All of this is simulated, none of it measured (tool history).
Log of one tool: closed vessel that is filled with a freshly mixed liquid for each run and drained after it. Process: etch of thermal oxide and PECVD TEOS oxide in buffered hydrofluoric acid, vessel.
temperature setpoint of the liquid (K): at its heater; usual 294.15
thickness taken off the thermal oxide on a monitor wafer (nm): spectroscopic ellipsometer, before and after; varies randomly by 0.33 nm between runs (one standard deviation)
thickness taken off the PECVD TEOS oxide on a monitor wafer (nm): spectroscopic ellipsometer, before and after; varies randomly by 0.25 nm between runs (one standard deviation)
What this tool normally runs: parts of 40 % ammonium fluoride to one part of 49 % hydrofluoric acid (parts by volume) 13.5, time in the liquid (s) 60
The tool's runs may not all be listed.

run,hour,temperature setpoint of the liquid (K),parts of 40 % ammonium fluoride to one part of 49 % hydrofluoric acid (parts by volume),time in the liquid (s),wafers since the last listed run,hours since the thermometer was replaced,hours since the hydrofluoric acid flow meter was replaced,hours since the gauge calibration,"read-back film thickness of the thermal oxide reference wafer, read on the same gauge (nm)","read-back film thickness of the PECVD TEOS oxide reference wafer, read on the same gauge (nm)",thickness taken off the thermal oxide on a monitor wafer (nm),thickness taken off the PECVD TEOS oxide on a monitor wafer (nm)
1,0.0,294.15,17.0,60,0,2392.2,730.1,614.5,70.01,30.01,40.97,65.84
2,15.9,294.15,13.5,60,1880,2408.1,746.0,630.4,69.97,29.97,51.90,82.71
3,32.1,294.15,13.5,60,1915,2424.3,762.2,646.6,70.01,30.02,51.03,82.86
4,61.9,295.65,13.5,60,3523,2454.1,792.0,676.4,70.00,30.01,55.76,90.36
# hour 80.8: hydrofluoric acid flow meter replaced
5,81.2,295.65,13.5,60,2163,2473.4,0.4,695.7,69.96,29.99,55.82,89.80
6,103.5,294.15,13.5,60,2636,2495.7,22.7,718.0,70.03,30.03,50.99,82.68
# hour 126.9: gauge calibrated
7,127.3,294.15,13.5,60,2814,2519.5,46.5,0.4,70.02,29.97,51.81,83.35
8,145.4,294.15,13.5,60,2140,2537.6,64.6,18.5,69.99,29.98,51.54,83.11
9,168.4,294.15,13.5,60,2719,2560.6,87.6,41.5,70.00,29.99,52.06,82.99
10,188.8,294.15,13.5,60,2412,2581.0,108.0,61.9,70.00,30.00,52.14,83.49
11,221.7,294.15,13.5,60,3890,2613.9,140.9,94.8,70.02,29.98,51.78,83.39
# hour 275.3: thermometer replaced
12,296.7,296.15,17.5,45,8749,21.4,215.9,169.8,69.99,30.03,36.33,59.07
13,310.2,294.15,13.5,60,1596,34.9,229.4,183.3,69.98,30.02,56.39,90.96
14,325.2,292.15,16.0,45,1773,49.9,244.4,198.3,70.05,30.00,32.21,51.43
15,380.5,294.15,10.0,60,6538,105.2,299.7,253.6,69.98,30.01,75.24,122.09
# hour 398.5: thermometer replaced, repeated, since the last time left the tool worse
16,410.4,290.65,13.5,60,3417,11.9,329.6,283.5,69.97,30.01,39.11,62.82
17,424.7,294.15,16.5,45,1690,26.2,343.9,297.8,70.03,30.00,29.31,47.25
18,440.3,294.15,15.5,60,1844,41.8,359.5,313.4,70.02,29.99,41.59,66.80
19,474.6,296.65,15.0,80,4055,76.1,393.8,347.7,70.00,30.01,65.18,106.12
20,510.6,292.65,13.5,30,4256,112.1,429.8,383.7,69.98,30.04,21.83,35.26
21,538.6,297.65,18.0,60,3310,140.1,457.8,411.7,69.99,30.02,43.77,70.16
22,557.1,294.15,13.5,60,2187,158.6,476.3,430.2,69.98,29.99,47.41,77.07
23,576.8,294.15,17.5,45,2329,178.3,496.0,449.9,70.01,29.99,27.61,44.49
24,590.6,297.65,15.0,60,1631,192.1,509.8,463.7,70.01,30.01,52.11,84.06
25,607.5,291.15,9.5,90,1998,209.0,526.7,480.6,70.06,30.04,84.48,135.15
26,625.6,299.15,13.5,60,2140,227.1,544.8,498.7,70.02,30.00,63.58,101.09
27,649.1,297.15,13.5,60,2778,250.6,568.3,522.2,70.00,30.03,56.43,90.96

Here are 3 independent what-if runs from the current tool condition. What would each one return?
A,649.8,290.15,13.5,60,82,251.3,569.0,522.9,?,?,?,?
B,649.8,294.15,8.5,60,82,251.3,569.0,522.9,?,?,?,?
C,649.8,294.15,13.5,90,82,251.3,569.0,522.9,?,?,?,?

run,"read-back film thickness of the thermal oxide reference wafer, read on the same gauge (nm)","read-back film thickness of the PECVD TEOS oxide reference wafer, read on the same gauge (nm)",thickness taken off the thermal oxide on a monitor wafer (nm),thickness taken off the PECVD TEOS oxide on a monitor wafer (nm)
A,69.94,30.02,38.34,61.77
B,69.94,30.02,73.22,117.97
C,69.94,30.02,72.05,116.07
Without the tool's unlogged condition, the same runs would have read:
run,thickness taken off the thermal oxide on a monitor wafer (nm),thickness taken off the PECVD TEOS oxide on a monitor wafer (nm)
A,37.92,61.10
B,72.45,116.73
C,71.29,114.85

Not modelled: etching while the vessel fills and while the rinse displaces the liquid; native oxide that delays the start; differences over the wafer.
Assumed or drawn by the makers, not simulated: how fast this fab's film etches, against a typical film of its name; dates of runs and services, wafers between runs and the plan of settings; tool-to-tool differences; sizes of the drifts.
